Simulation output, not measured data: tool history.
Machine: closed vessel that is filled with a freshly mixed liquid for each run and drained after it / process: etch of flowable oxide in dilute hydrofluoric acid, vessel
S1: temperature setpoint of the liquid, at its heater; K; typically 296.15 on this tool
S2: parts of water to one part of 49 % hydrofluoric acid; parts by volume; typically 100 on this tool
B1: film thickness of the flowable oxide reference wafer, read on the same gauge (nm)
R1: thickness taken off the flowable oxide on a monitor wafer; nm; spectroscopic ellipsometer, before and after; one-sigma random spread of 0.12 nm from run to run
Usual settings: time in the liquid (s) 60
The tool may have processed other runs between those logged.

{"run": 1, "day": 0.0, "S1": 296.15, "S2": 100, "time in the liquid (s)": 60, "B1": 39.98, "R1": 19.29}
{"run": 2, "day": 0.346, "S1": 296.15, "S2": 100, "time in the liquid (s)": 60, "B1": 40.01, "R1": 19.26}
{"run": 3, "day": 1.029, "S1": 296.15, "S2": 100, "time in the liquid (s)": 60, "B1": 40.01, "R1": 19.44}
{"run": 4, "day": 1.533, "S1": 293.65, "S2": 100, "time in the liquid (s)": 75, "B1": 40.01, "R1": 22.11}
{"run": 5, "day": 1.825, "S1": 293.65, "S2": 100, "time in the liquid (s)": 75, "B1": 40.0, "R1": 22.07}
{"run": 6, "day": 2.308, "S1": 293.65, "S2": 100, "time in the liquid (s)": 75, "B1": 39.98, "R1": 22.41}
{"run": 7, "day": 2.821, "S1": 296.15, "S2": 125, "time in the liquid (s)": 60, "B1": 40.0, "R1": 15.13}
{"run": 8, "day": 3.075, "S1": 296.15, "S2": 125, "time in the liquid (s)": 60, "B1": 40.0, "R1": 15.17}
{"run": 9, "day": 3.792, "S1": 296.15, "S2": 100, "time in the liquid (s)": 60, "B1": 40.01, "R1": 19.93}
{"run": 10, "day": 4.338, "S1": 296.15, "S2": 100, "time in the liquid (s)": 60, "B1": 40.02, "R1": 20.02}
{"run": 11, "day": 4.912, "S1": 296.15, "S2": 100, "time in the liquid (s)": 60, "B1": 40.02, "R1": 20.01}
{"run": 12, "day": 5.462, "S1": 296.15, "S2": 100, "time in the liquid (s)": 60, "B1": 39.99, "R1": 20.37}
{"run": 13, "day": 6.133, "S1": 296.15, "S2": 80, "time in the liquid (s)": 60, "B1": 40.0, "R1": 26.12}
{"run": 14, "day": 6.85, "S1": 296.15, "S2": 100, "time in the liquid (s)": 60, "B1": 40.0, "R1": 20.73}
{"run": 15, "day": 7.4, "S1": 299.65, "S2": 85, "time in the liquid (s)": 60, "B1": 40.0, "R1": 28.65}
{"day": 7.617, "done": "gauge calibrated"}
{"run": 16, "day": 7.875, "S1": 293.15, "S2": 80, "time in the liquid (s)": 40, "B1": 40.0, "R1": 15.79}
{"run": 17, "day": 8.225, "S1": 296.15, "S2": 100, "time in the liquid (s)": 60, "B1": 40.0, "R1": 20.98}
{"run": 18, "day": 8.483, "S1": 298.65, "S2": 60, "time in the liquid (s)": 40, "B1": 39.98, "R1": 26.93}
{"day": 8.825, "done": "thermometer replaced"}
{"run": 19, "day": 8.888, "S1": 296.15, "S2": 100, "time in the liquid (s)": 60, "B1": 40.0, "R1": 19.09}
{"day": 9.142, "done": "hydrofluoric acid flow meter replaced"}
{"run": 20, "day": 9.996, "S1": 296.15, "S2": 150, "time in the liquid (s)": 60, "B1": 40.0, "R1": 10.63}
{"run": 21, "day": 10.504, "S1": 297.65, "S2": 100, "time in the liquid (s)": 30, "B1": 39.99, "R1": 9.1}

The next listed run, before its measurement:
{"run": 22, "day": 10.888, "S1": 296.15, "S2": 80, "time in the liquid (s)": 60, "B1": "?", "R1": "?"}

Run 22 came out at B1 40.00, R1 21.75 nm.
Were there no unlogged condition in the tool, this run, its random variation unchanged, would have produced R1 21.22 nm.
